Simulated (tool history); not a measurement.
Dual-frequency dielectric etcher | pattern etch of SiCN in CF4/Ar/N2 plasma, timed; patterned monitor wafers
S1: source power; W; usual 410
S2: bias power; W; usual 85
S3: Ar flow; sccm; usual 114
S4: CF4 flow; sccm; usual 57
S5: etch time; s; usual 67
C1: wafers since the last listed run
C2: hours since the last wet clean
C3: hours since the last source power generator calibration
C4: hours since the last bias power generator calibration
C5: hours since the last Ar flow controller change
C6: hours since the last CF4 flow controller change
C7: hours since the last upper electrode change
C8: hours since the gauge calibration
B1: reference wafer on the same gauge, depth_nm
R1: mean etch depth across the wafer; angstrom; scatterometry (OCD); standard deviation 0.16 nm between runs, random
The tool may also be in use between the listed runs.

run    hour   S1   S2   S3  S4    S5    C1     C2      C3      C4      C5      C6      C7      C8    B1   R1
  1       0  410   85  114  57  56.5     0  492.4  1636.4  4430.8   759.9  1346.4  3906.4  1736.5  51.6  428
       55.8  -- wet clean of the chamber
  2   251.1  410   85  114  57    67  3338  195.3  1887.5  4681.9    1011  1597.5  4157.5  1987.6  51.4  511
      275.2  -- upper electrode replaced
  3   472.6  410   85  114  57    67  2903  416.8    2109  4903.4  1232.5    1819   197.4  2209.1  51.3  508
  4     530  410   85  114  57    67   843  474.2  2166.4  4960.8  1289.9  1876.4   254.8  2266.5  51.3  506
      572.8  -- wet clean of the chamber
  5   576.7  410   85  114  57    67   333    3.9  2213.1  5007.5  1336.6  1923.1   301.5  2313.2  51.2  509
      674.2  -- bias power generator calibrated
  6   687.3  410   91   93  66    67  1567  114.5  2323.7    13.1  1447.2  2033.7   412.1  2423.8  51.2  540
  7   781.2  410   85  114  57    67  1380  208.4  2417.6     107  1541.1  2127.6     506  2517.7  51.1  508
      797.8  -- gauge calibrated
  8   855.2  410   73  114  57    67  1087  282.4  2491.6     181  1615.1  2201.6     580    57.4  51.9  493
      863.4  -- source power generator calibrated
      885.1  -- Ar flow controller replaced
  9   909.8  470  105  114  47    80   655    337    46.4   235.6    24.7  2256.2   634.6     112  51.9  692
      953.4  -- CF4 flow controller replaced
 10   976.8  500   68  114  61    67   896    404   113.4   302.6    91.7    23.4   701.6     179  51.9  559
 11  1065.7  410   85  114  70    67  1306  492.9   202.3   391.5   180.6   112.3   790.5   267.9  51.9  536
 12  1115.3  410   85  114  57    67   729  542.5   251.9   441.1   230.2   161.9   840.1   317.5  51.9  514
     1153.6  -- wet clean of the chamber
 13  1194.8  450   71  139  65    67   815   41.2   331.4   520.6   309.7   241.4   919.6     397  51.9  526
 14  1279.9  500   72  125  65    67  1251  126.3   416.5   605.7   394.8   326.5  1004.7   482.1  51.9  571
 15  1374.3  410   68   98  52    67  1387  220.7   510.9   700.1   489.2   420.9  1099.1   576.5  51.9  475
 16  1480.9  370   64  135  57    67  1567  327.3   617.5   806.7   595.8   527.5  1205.7   683.1  51.8  435
 17    1568  450   85  114  48    67  1280  414.4   704.6   893.8   682.9   614.6  1292.8   770.2  51.8  525
 18  1623.8  330   85  114  57    67   820  470.2   760.4   949.6   738.7   670.4  1348.6     826  51.8  447
     1709.5  -- wet clean of the chamber
 19    1710  320   85  103  46  55.5   914    0.5   846.6  1035.8   824.9   756.6  1434.8   912.2  51.8  350
 20  1741.6  410   85  114  57    67   464   32.1   878.2  1067.4   856.5   788.2  1466.4   943.8  51.8  511
 21  1847.8  410   85  114  57    67  1561  138.3   984.4  1173.6   962.7   894.4  1572.6    1050  51.8  514

4 ways to go on from here, each from the tool as it stands after run 21. What would each give?
  A  1848.2  410  85  114  57  67   5  138.7  984.8  1174  963.1  894.8  1573  1050.4   ?   ?
  B  1848.2  410  97  103  50  67   5  138.7  984.8  1174  963.1  894.8  1573  1050.4   ?   ?
  C  1848.2  360  70  105  70  67   5  138.7  984.8  1174  963.1  894.8  1573  1050.4   ?   ?
  D  1848.2  410  85  114  52  67   5  138.7  984.8  1174  963.1  894.8  1573  1050.4   ?   ?

run    B1   R1
  A  51.8  510
  B  51.8  522
  C  51.8  464
  D  51.8  501
What these runs would have given with no unlogged condition in the tool:
run   R1
  A  515
  B  527
  C  468
  D  505
